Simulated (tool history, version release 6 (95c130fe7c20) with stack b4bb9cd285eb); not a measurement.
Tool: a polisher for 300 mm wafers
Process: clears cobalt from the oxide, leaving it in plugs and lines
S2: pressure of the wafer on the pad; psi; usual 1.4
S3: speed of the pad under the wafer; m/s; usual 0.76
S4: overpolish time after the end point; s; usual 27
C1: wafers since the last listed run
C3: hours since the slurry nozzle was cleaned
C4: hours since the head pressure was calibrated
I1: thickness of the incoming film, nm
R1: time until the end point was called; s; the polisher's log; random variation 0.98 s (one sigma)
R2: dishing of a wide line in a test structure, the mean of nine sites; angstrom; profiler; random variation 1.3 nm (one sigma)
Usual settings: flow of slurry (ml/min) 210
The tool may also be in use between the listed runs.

{"run": 1, "day": 0.0, "flow of slurry (ml/min)": 210, "S2": 1.4, "S3": 0.94, "S4": 27, "C1": 0, "wafers polished on this pad": 1734, "C3": 151.2, "C4": 157.5, "I1": 180.2, "R1": 56.7, "R2": 550}
{"day": 0.879, "done": "worn pad replaced by a new one"}
{"run": 2, "day": 1.362, "flow of slurry (ml/min)": 210, "S2": 1.4, "S3": 0.76, "S4": 38, "C1": 179, "wafers polished on this pad": 72, "C3": 183.9, "C4": 190.2, "I1": 179.8, "R1": 63.8, "R2": 643}
{"run": 3, "day": 2.433, "flow of slurry (ml/min)": 210, "S2": 1.4, "S3": 0.76, "S4": 38, "C1": 160, "wafers polished on this pad": 233, "C3": 209.6, "C4": 215.9, "I1": 180.5, "R1": 65.9, "R2": 593}
{"run": 4, "day": 3.483, "flow of slurry (ml/min)": 210, "S2": 1.4, "S3": 0.76, "S4": 38, "C1": 157, "wafers polished on this pad": 390, "C3": 234.8, "C4": 241.1, "I1": 177.0, "R1": 66.5, "R2": 611}
{"run": 5, "day": 4.829, "flow of slurry (ml/min)": 210, "S2": 1.4, "S3": 0.82, "S4": 27, "C1": 202, "wafers polished on this pad": 592, "C3": 267.1, "C4": 273.4, "I1": 179.0, "R1": 61.8, "R2": 496}
{"run": 6, "day": 5.867, "flow of slurry (ml/min)": 210, "S2": 1.6, "S3": 0.76, "S4": 27, "C1": 155, "wafers polished on this pad": 748, "C3": 292.0, "C4": 298.3, "I1": 181.7, "R1": 60.7, "R2": 530}
{"run": 7, "day": 6.6, "flow of slurry (ml/min)": 210, "S2": 1.6, "S3": 0.76, "S4": 27, "C1": 110, "wafers polished on this pad": 858, "C3": 309.6, "C4": 315.9, "I1": 180.7, "R1": 58.6, "R2": 513}
{"day": 7.504, "done": "head pressure recalibrated"}
{"run": 8, "day": 7.658, "flow of slurry (ml/min)": 210, "S2": 1.6, "S3": 0.76, "S4": 27, "C1": 146, "wafers polished on this pad": 1005, "C3": 335.0, "C4": 3.7, "I1": 180.1, "R1": 59.4, "R2": 511}
{"run": 9, "day": 9.096, "flow of slurry (ml/min)": 225, "S2": 1.4, "S3": 0.76, "S4": 21, "C1": 215, "wafers polished on this pad": 1220, "C3": 369.5, "C4": 38.2, "I1": 177.2, "R1": 66.4, "R2": 419}
{"run": 10, "day": 9.842, "flow of slurry (ml/min)": 210, "S2": 1.4, "S3": 0.76, "S4": 37, "C1": 111, "wafers polished on this pad": 1332, "C3": 387.4, "C4": 56.1, "I1": 177.2, "R1": 67.3, "R2": 585}
{"run": 11, "day": 10.733, "flow of slurry (ml/min)": 210, "S2": 1.4, "S3": 0.76, "S4": 27, "C1": 133, "wafers polished on this pad": 1466, "C3": 408.8, "C4": 77.5, "I1": 179.9, "R1": 69.3, "R2": 507}
{"day": 11.375, "done": "worn pad replaced by a new one, of another model than before"}
{"run": 12, "day": 12.192, "flow of slurry (ml/min)": 280, "S2": 0.9, "S3": 0.88, "S4": 18, "C1": 193, "wafers polished on this pad": 122, "C3": 443.8, "C4": 112.5, "I1": 179.0, "R1": 78.2, "R2": 332}
{"run": 13, "day": 14.508, "flow of slurry (ml/min)": 210, "S2": 1.4, "S3": 0.76, "S4": 27, "C1": 347, "wafers polished on this pad": 470, "C3": 499.4, "C4": 168.1, "I1": 182.0, "R1": 69.1, "R2": 477}
{"run": 14, "day": 15.338, "flow of slurry (ml/min)": 210, "S2": 1.4, "S3": 0.56, "S4": 22, "C1": 124, "wafers polished on this pad": 595, "C3": 519.3, "C4": 188.0, "I1": 182.7, "R1": 84.6, "R2": 361}
{"run": 15, "day": 16.3, "flow of slurry (ml/min)": 210, "S2": 1.7, "S3": 0.76, "S4": 13, "C1": 144, "wafers polished on this pad": 739, "C3": 542.4, "C4": 211.1, "I1": 179.3, "R1": 57.3, "R2": 336}
{"run": 16, "day": 20.121, "flow of slurry (ml/min)": 210, "S2": 1.4, "S3": 0.76, "S4": 27, "C1": 573, "wafers polished on this pad": 1313, "C3": 634.1, "C4": 302.8, "I1": 178.9, "R1": 69.3, "R2": 483}
{"run": 17, "day": 21.571, "flow of slurry (ml/min)": 210, "S2": 1.4, "S3": 0.76, "S4": 27, "C1": 217, "wafers polished on this pad": 1530, "C3": 668.9, "C4": 337.6, "I1": 180.6, "R1": 69.9, "R2": 493}
{"run": 18, "day": 22.425, "flow of slurry (ml/min)": 150, "S2": 0.9, "S3": 0.86, "S4": 27, "C1": 128, "wafers polished on this pad": 1658, "C3": 689.4, "C4": 358.1, "I1": 177.0, "R1": 90.8, "R2": 396}
{"day": 22.704, "done": "head pressure recalibrated"}
{"run": 19, "day": 23.342, "flow of slurry (ml/min)": 185, "S2": 1.3, "S3": 0.76, "S4": 27, "C1": 125, "wafers polished on this pad": 1783, "C3": 711.4, "C4": 15.3, "I1": 179.0, "R1": 75.0, "R2": 457}
{"day": 24.712, "done": "slurry nozzle cleaned"}
{"run": 20, "day": 24.804, "flow of slurry (ml/min)": 185, "S2": 1.7, "S3": 0.84, "S4": 35, "C1": 213, "wafers polished on this pad": 1997, "C3": 2.2, "C4": 50.4, "I1": 180.4, "R1": 56.8, "R2": 637}
{"day": 25.558, "done": "worn pad replaced by a new one"}
{"run": 21, "day": 27.562, "flow of slurry (ml/min)": 210, "S2": 1.4, "S3": 0.96, "S4": 14, "C1": 389, "wafers polished on this pad": 300, "C3": 68.4, "C4": 116.6, "I1": 178.2, "R1": 55.0, "R2": 347}
{"run": 22, "day": 28.7, "flow of slurry (ml/min)": 175, "S2": 1.4, "S3": 0.58, "S4": 21, "C1": 170, "wafers polished on this pad": 471, "C3": 95.7, "C4": 143.9, "I1": 181.6, "R1": 82.3, "R2": 363}
{"run": 23, "day": 29.35, "flow of slurry (ml/min)": 210, "S2": 1.4, "S3": 0.76, "S4": 38, "C1": 97, "wafers polished on this pad": 569, "C3": 111.3, "C4": 159.5, "I1": 179.9, "R1": 67.3, "R2": 631}
{"run": 24, "day": 29.85, "flow of slurry (ml/min)": 210, "S2": 1.4, "S3": 0.6, "S4": 27, "C1": 75, "wafers polished on this pad": 644, "C3": 123.3, "C4": 171.5, "I1": 176.0, "R1": 78.3, "R2": 428}
{"run": 25, "day": 31.208, "flow of slurry (ml/min)": 285, "S2": 1.0, "S3": 0.76, "S4": 27, "C1": 203, "wafers polished on this pad": 848, "C3": 155.9, "C4": 204.1, "I1": 179.8, "R1": 86.2, "R2": 433}
{"run": 26, "day": 32.329, "flow of slurry (ml/min)": 210, "S2": 1.4, "S3": 0.76, "S4": 27, "C1": 168, "wafers polished on this pad": 1016, "C3": 182.8, "C4": 231.0, "I1": 180.8, "R1": 68.3, "R2": 473}
{"run": 27, "day": 33.275, "flow of slurry (ml/min)": 210, "S2": 1.4, "S3": 0.76, "S4": 27, "C1": 141, "wafers polished on this pad": 1158, "C3": 205.5, "C4": 253.7, "I1": 177.4, "R1": 66.9, "R2": 494}
{"run": 28, "day": 34.283, "flow of slurry (ml/min)": 210, "S2": 1.4, "S3": 0.76, "S4": 27, "C1": 151, "wafers polished on this pad": 1309, "C3": 229.7, "C4": 277.9, "I1": 177.8, "R1": 67.2, "R2": 478}
{"run": 29, "day": 36.75, "flow of slurry (ml/min)": 210, "S2": 1.8, "S3": 0.56, "S4": 20, "C1": 370, "wafers polished on this pad": 1679, "C3": 288.9, "C4": 337.1, "I1": 182.4, "R1": 71.7, "R2": 404}
{"day": 37.433, "done": "head pressure recalibrated"}
{"day": 37.704, "done": "worn pad replaced by a new one"}
{"run": 30, "day": 37.725, "flow of slurry (ml/min)": 255, "S2": 1.9, "S3": 0.86, "S4": 38, "C1": 108, "wafers polished on this pad": 3, "C3": 312.3, "C4": 7.0, "I1": 179.3, "R1": 45.2, "R2": 699}
{"run": 31, "day": 38.392, "flow of slurry (ml/min)": 175, "S2": 1.1, "S3": 0.76, "S4": 27, "C1": 100, "wafers polished on this pad": 103, "C3": 328.3, "C4": 23.0, "I1": 179.6, "R1": 78.0, "R2": 456}
{"run": 32, "day": 39.846, "flow of slurry (ml/min)": 230, "S2": 0.9, "S3": 0.54, "S4": 27, "C1": 218, "wafers polished on this pad": 321, "C3": 363.2, "C4": 57.9, "I1": 182.8, "R1": 116.5, "R2": 334}
{"run": 33, "day": 41.221, "flow of slurry (ml/min)": 170, "S2": 1.2, "S3": 0.76, "S4": 23, "C1": 206, "wafers polished on this pad": 528, "C3": 396.2, "C4": 90.9, "I1": 182.5, "R1": 78.4, "R2": 400}

Forecast each of these 5 alternatives for the next run:
{"run": "A", "day": 41.242, "flow of slurry (ml/min)": 210, "S2": 1.4, "S3": 0.76, "S4": 27, "C1": 3, "wafers polished on this pad": 531, "C3": 396.7, "C4": 91.4, "I1": 179.4, "R1": "?", "R2": "?"}
{"run": "B", "day": 41.242, "flow of slurry (ml/min)": 210, "S2": 1.7, "S3": 0.66, "S4": 27, "C1": 3, "wafers polished on this pad": 531, "C3": 396.7, "C4": 91.4, "I1": 179.4, "R1": "?", "R2": "?"}
{"run": "C", "day": 41.242, "flow of slurry (ml/min)": 185, "S2": 1.7, "S3": 0.68, "S4": 15, "C1": 3, "wafers polished on this pad": 531, "C3": 396.7, "C4": 91.4, "I1": 179.4, "R1": "?", "R2": "?"}
{"run": "D", "day": 41.242, "flow of slurry (ml/min)": 255, "S2": 1.4, "S3": 0.68, "S4": 17, "C1": 3, "wafers polished on this pad": 531, "C3": 396.7, "C4": 91.4, "I1": 179.4, "R1": "?", "R2": "?"}
{"run": "E", "day": 41.242, "flow of slurry (ml/min)": 285, "S2": 1.6, "S3": 0.96, "S4": 13, "C1": 3, "wafers polished on this pad": 531, "C3": 396.7, "C4": 91.4, "I1": 179.4, "R1": "?", "R2": "?"}

run=A R1=65.5 R2=493
run=B R1=61.8 R2=511
run=C R1=61.2 R2=341
run=D R1=69.6 R2=340
run=E R1=48.4 R2=365
Without the tool's hidden state the same runs would have given:
run=A R1=62.0 R2=510
run=B R1=58.5 R2=529
run=C R1=58.0 R2=355
run=D R1=65.9 R2=355
run=E R1=45.8 R2=380
